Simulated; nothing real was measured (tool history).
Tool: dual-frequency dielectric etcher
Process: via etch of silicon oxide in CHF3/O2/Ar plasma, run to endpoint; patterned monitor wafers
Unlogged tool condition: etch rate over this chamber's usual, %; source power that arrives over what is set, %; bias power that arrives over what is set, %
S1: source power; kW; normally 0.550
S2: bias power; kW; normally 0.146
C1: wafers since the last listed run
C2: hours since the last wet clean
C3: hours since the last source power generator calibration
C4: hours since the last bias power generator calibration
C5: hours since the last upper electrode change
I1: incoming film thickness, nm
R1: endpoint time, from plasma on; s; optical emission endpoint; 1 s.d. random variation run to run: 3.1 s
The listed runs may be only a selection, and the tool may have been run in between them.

| run | hour | S1 | S2 | C1 | C2 | C3 | C4 | C5 | I1 | R1 |
|---|---|---|---|---|---|---|---|---|---|---|
| 1 | 0.0 | 0.550 | 0.146 | 0 | 256.6 | 4203.6 | 4182.6 | 2215.9 | 694.4 | 340.8 |
| 2 | 34.7 | 0.550 | 0.146 | 169 | 291.3 | 4238.3 | 4217.3 | 2250.6 | 692.7 | 345.1 |
| 3 | 48.9 | 0.620 | 0.154 | 69 | 305.5 | 4252.5 | 4231.5 | 2264.8 | 692.6 | 321.5 |
| 4 | 60.2 | 0.620 | 0.154 | 55 | 316.8 | 4263.8 | 4242.8 | 2276.1 | 684.1 | 312.7 |
| 5 | 70.3 | 0.620 | 0.154 | 49 | 326.9 | 4273.9 | 4252.9 | 2286.2 | 697.9 | 319.9 |
| 6 | 79.5 | 0.550 | 0.138 | 44 | 336.1 | 4283.1 | 4262.1 | 2295.4 | 693.6 | 348.8 |
| 7 | 86.0 | 0.550 | 0.138 | 31 | 342.6 | 4289.6 | 4268.6 | 2301.9 | 691.0 | 342.5 |
| 8 | 93.6 | 0.550 | 0.146 | 37 | 350.2 | 4297.2 | 4276.2 | 2309.5 | 682.8 | 334.6 |
|  | 120.2 | upper electrode replaced |
| 9 | 120.7 | 0.550 | 0.146 | 15 | 377.3 | 4324.3 | 4303.3 | 0.5 | 686.0 | 335.6 |
| 10 | 121.2 | 0.660 | 0.146 | 2 | 377.8 | 4324.8 | 4303.8 | 1.0 | 682.1 | 304.6 |
|  | 178.7 | wet clean of the chamber |
| 11 | 179.2 | 0.660 | 0.146 | 166 | 0.5 | 4382.8 | 4361.8 | 59.0 | 689.2 | 324.9 |
| 12 | 179.6 | 0.660 | 0.146 | 1 | 0.9 | 4383.2 | 4362.2 | 59.4 | 687.5 | 317.3 |
|  | 188.2 | source power generator calibrated |
| 13 | 189.9 | 0.550 | 0.146 | 30 | 11.2 | 1.7 | 4372.5 | 69.7 | 683.6 | 351.7 |
|  | 196.7 | bias power generator calibrated |
| 14 | 204.1 | 0.590 | 0.175 | 49 | 25.4 | 15.9 | 7.4 | 83.9 | 687.9 | 319.5 |
| 15 | 211.3 | 0.590 | 0.173 | 35 | 32.6 | 23.1 | 14.6 | 91.1 | 691.3 | 324.4 |
| 16 | 227.2 | 0.660 | 0.160 | 77 | 48.5 | 39.0 | 30.5 | 107.0 | 688.1 | 316.8 |
| 17 | 241.1 | 0.550 | 0.133 | 67 | 62.4 | 52.9 | 44.4 | 120.9 | 693.4 | 358.4 |
| 18 | 256.0 | 0.430 | 0.158 | 72 | 77.3 | 67.8 | 59.3 | 135.8 | 686.5 | 378.9 |
| 19 | 268.2 | 0.480 | 0.179 | 59 | 89.5 | 80.0 | 71.5 | 148.0 | 690.1 | 353.4 |
| 20 | 280.2 | 0.550 | 0.146 | 58 | 101.5 | 92.0 | 83.5 | 160.0 | 689.1 | 346.7 |
| 21 | 293.0 | 0.680 | 0.168 | 62 | 114.3 | 104.8 | 96.3 | 172.8 | 691.0 | 302.6 |
| 22 | 307.1 | 0.550 | 0.146 | 68 | 128.4 | 118.9 | 110.4 | 186.9 | 688.1 | 345.5 |
| 23 | 324.6 | 0.550 | 0.115 | 85 | 145.9 | 136.4 | 127.9 | 204.4 | 684.0 | 363.4 |
| 24 | 339.5 | 0.590 | 0.173 | 72 | 160.8 | 151.3 | 142.8 | 219.3 | 686.2 | 313.1 |
| 25 | 348.0 | 0.510 | 0.146 | 41 | 169.3 | 159.8 | 151.3 | 227.8 | 685.8 | 350.4 |

Forecast each of these 4 alternatives for the next run:
| A | 348.5 | 0.550 | 0.172 | 2 | 169.8 | 160.3 | 151.8 | 228.3 | 687.9 | ? |
| B | 348.5 | 0.600 | 0.146 | 2 | 169.8 | 160.3 | 151.8 | 228.3 | 687.9 | ? |
| C | 348.5 | 0.460 | 0.146 | 2 | 169.8 | 160.3 | 151.8 | 228.3 | 687.9 | ? |
| D | 348.5 | 0.630 | 0.161 | 2 | 169.8 | 160.3 | 151.8 | 228.3 | 687.9 | ? |

| run | R1 |
|---|---|
| A | 328.1 |
| B | 332.0 |
| C | 371.6 |
| D | 316.1 |
Without the tool's unlogged condition, the same runs would have read:
| run | R1 |
|---|---|
| A | 336.2 |
| B | 340.2 |
| C | 380.8 |
| D | 324.0 |

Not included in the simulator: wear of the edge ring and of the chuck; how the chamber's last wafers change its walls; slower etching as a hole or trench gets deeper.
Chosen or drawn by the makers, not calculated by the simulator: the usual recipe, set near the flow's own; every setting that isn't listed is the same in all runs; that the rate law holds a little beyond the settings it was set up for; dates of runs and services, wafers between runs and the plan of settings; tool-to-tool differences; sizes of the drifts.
